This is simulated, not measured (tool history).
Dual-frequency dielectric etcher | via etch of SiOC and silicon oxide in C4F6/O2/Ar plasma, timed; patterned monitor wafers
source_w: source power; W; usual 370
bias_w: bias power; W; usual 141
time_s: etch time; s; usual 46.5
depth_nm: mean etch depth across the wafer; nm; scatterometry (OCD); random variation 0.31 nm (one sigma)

run	hour	source_w	bias_w	time_s	read-back reference wafer on the same gauge, depth_nm	depth_nm
1	0	370	141	46.5	57.13	47.86
2	17.8	370	141	46.5	57.14	47.33
3	27.7	370	148	35.5	57.23	36.93
4	45.6	370	141	55.5	57.09	56.95
5	52.4	370	141	55.5	56.97	57.19
6	64	370	141	46.5	57.03	47.56
7	74.1	430	166	46.5	57.15	51.64
8	81	310	141	55.5	57.07	54.74
# hour 84.6: gauge calibrated
9	96.4	310	141	55.5	57.04	54.83
10	107.6	310	141	55.5	57.06	55.1
# hour 114.6: bias power generator calibrated
11	119.5	390	141	46.5	57.13	47.62
12	130.8	340	141	46.5	57.03	47.09
# hour 155: wet clean of the chamber
# hour 173.5: upper electrode replaced
13	174	280	169	35	57.08	36.62
14	174.3	370	141	46.5	57.06	49.54
15	174.6	390	141	46.5	57.18	49.29
16	177	370	122	46.5	57.07	48.32
17	192.6	420	141	38	57.1	41.13
18	208	340	120	37.5	57.08	37.59
19	221.6	310	162	35	57.24	36.94
# hour 227.4: source power generator calibrated
20	228.6	430	141	42.5	57.13	46.36
21	236.3	400	113	35	57.16	36.16
22	249.3	440	141	46.5	57.02	50.13
23	255.8	420	141	39	57.04	42.29
24	271.6	370	141	46.5	57.17	48.61
25	289.1	410	167	46.5	57.15	51.68
26	305.1	330	141	46.5	57.04	47.29
27	319.4	370	141	58.5	57.15	61.26
# hour 328.8: gauge calibrated
28	332.8	460	110	54.5	57.04	56.6
29	343.4	370	110	40	57.07	39.57
30	351.2	310	141	55.5	57.07	56.67
31	359.3	370	141	46.5	57.06	48.51

Some steps in depth_nm between neighbouring runs. How much of each would the tool show without its hidden state too (settings, what came in, random variation), and how much is left for the hidden state, with any gauge scatter that isn't in both results?
The hidden state here: etch rate over this chamber's usual, %; source power that arrives over what is set, %; bias power that arrives over what is set, %; gauge reads high (%).
Run 2 -> 3: bias_w 141 -> 148, time_s 46.5 -> 35.5. depth_nm -10.4 nm: hidden state +0.26, all else -10.66.
Run 3 -> 4: bias_w 148 -> 141, time_s 35.5 -> 55.5. depth_nm +20.02 nm: hidden state -0.67, all else +20.69.
Run 12 -> 13: source_w 340 -> 280, bias_w 141 -> 169, time_s 46.5 -> 35, wet clean of the chamber, upper electrode replaced. depth_nm -10.47 nm: hidden state +1.75, all else -12.22.
Run 28 -> 29: source_w 460 -> 370, time_s 54.5 -> 40. depth_nm -17.03 nm: hidden state +0.19, all else -17.22.
Run 29 -> 30: source_w 370 -> 310, bias_w 110 -> 141, time_s 40 -> 55.5. depth_nm +17.1 nm: hidden state -0.26, all else +17.36.
